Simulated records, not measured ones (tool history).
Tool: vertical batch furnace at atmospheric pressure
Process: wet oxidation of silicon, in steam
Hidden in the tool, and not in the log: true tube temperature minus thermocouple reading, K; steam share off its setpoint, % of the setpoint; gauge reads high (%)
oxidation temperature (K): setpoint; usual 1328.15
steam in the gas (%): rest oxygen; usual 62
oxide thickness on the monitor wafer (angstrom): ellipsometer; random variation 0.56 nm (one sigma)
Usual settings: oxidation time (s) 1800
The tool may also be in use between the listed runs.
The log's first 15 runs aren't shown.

| run | hour | oxidation temperature (K) | oxidation time (s) | steam in the gas (%) | wafers since the last listed run | hours since the last temperature calibration | hours since the steam generator was serviced | hours since the gauge calibration | read-back reference wafer on the same gauge, thickness | oxide thickness on the monitor wafer (angstrom) |
|---|---|---|---|---|---|---|---|---|---|---|
| 16 | 647.8 | 1328.15 | 2190 | 62 | 387 | 48.6 | 1155 | 1232.2 | 232.04 | 3130.7 |
| 17 | 684.7 | 1348.15 | 2490 | 62 | 366 | 85.5 | 1191.9 | 1269.1 | 231.94 | 3801.2 |
| 18 | 738.7 | 1328.15 | 1800 | 62 | 537 | 139.5 | 1245.9 | 1323.1 | 232.07 | 2762.3 |
| 19 | 803.9 | 1308.15 | 2610 | 56 | 648 | 204.7 | 1311.1 | 1388.3 | 231.8 | 2881.2 |
| 20 | 848.9 | 1352.15 | 1800 | 51 | 447 | 249.7 | 1356.1 | 1433.3 | 231.96 | 2828.4 |
| 21 | 906.7 | 1317.15 | 1230 | 72 | 574 | 307.5 | 1413.9 | 1491.1 | 231.7 | 2183.4 |
| 22 | 976.5 | 1310.15 | 2640 | 50 | 694 | 377.3 | 1483.7 | 1560.9 | 231.78 | 2727 |
| 23 | 1030.2 | 1339.15 | 1800 | 62 | 534 | 431 | 1537.4 | 1614.6 | 232.1 | 2955.4 |
| 24 | 1172.6 | 1307.15 | 1200 | 58 | 1416 | 573.4 | 1679.8 | 1757 | 232.01 | 1712.7 |
|  | 1219.5 | gauge calibrated |
|  | 1225.6 | steam generator serviced |
| 25 | 1243.7 | 1306.15 | 1500 | 56 | 468 | 644.5 | 18.1 | 24.2 | 231.86 | 1963.3 |
| 26 | 1299.5 | 1307.15 | 1200 | 58 | 554 | 700.3 | 73.9 | 80 | 232.04 | 1729.1 |
| 27 | 1355 | 1328.15 | 2220 | 72 | 551 | 755.8 | 129.4 | 135.5 | 231.96 | 3506.4 |
| 28 | 1422.3 | 1344.15 | 990 | 55 | 669 | 823.1 | 196.7 | 202.8 | 231.67 | 1927.7 |
| 29 | 1448.5 | 1310.15 | 1440 | 72 | 260 | 849.3 | 222.9 | 229 | 231.96 | 2336.1 |
| 30 | 1498.5 | 1328.15 | 1800 | 62 | 497 | 899.3 | 272.9 | 279 | 232.13 | 2783.2 |
| 31 | 1541.4 | 1328.15 | 2190 | 62 | 426 | 942.2 | 315.8 | 321.9 | 232.07 | 3157.7 |
| 32 | 1604.2 | 1338.15 | 1800 | 56 | 624 | 1005 | 378.6 | 384.7 | 231.9 | 2777.8 |
| 33 | 1672.6 | 1328.15 | 1800 | 62 | 680 | 1073.4 | 447 | 453.1 | 232 | 2778.6 |
| 34 | 1737.3 | 1346.15 | 2160 | 62 | 643 | 1138.1 | 511.7 | 517.8 | 231.67 | 3474.1 |
| 35 | 1808.7 | 1328.15 | 1800 | 62 | 710 | 1209.5 | 583.1 | 589.2 | 232.22 | 2784.4 |
| 36 | 1849.1 | 1328.15 | 1410 | 74 | 401 | 1249.9 | 623.5 | 629.6 | 232 | 2676.9 |
| 37 | 1912.9 | 1320.15 | 1320 | 58 | 634 | 1313.7 | 687.3 | 693.4 | 231.92 | 2043.4 |

The next listed run, before its measurement:
| 38 | 1984.7 | 1328.15 | 1800 | 62 | 714 | 1385.5 | 759.1 | 765.2 | ? | ? |

read-back reference wafer on the same gauge, thickness: 231.77
oxide thickness on the monitor wafer (angstrom): 2780.2
Without the tool's hidden state the same run would have given oxide thickness on the monitor wafer (angstrom) 2764.
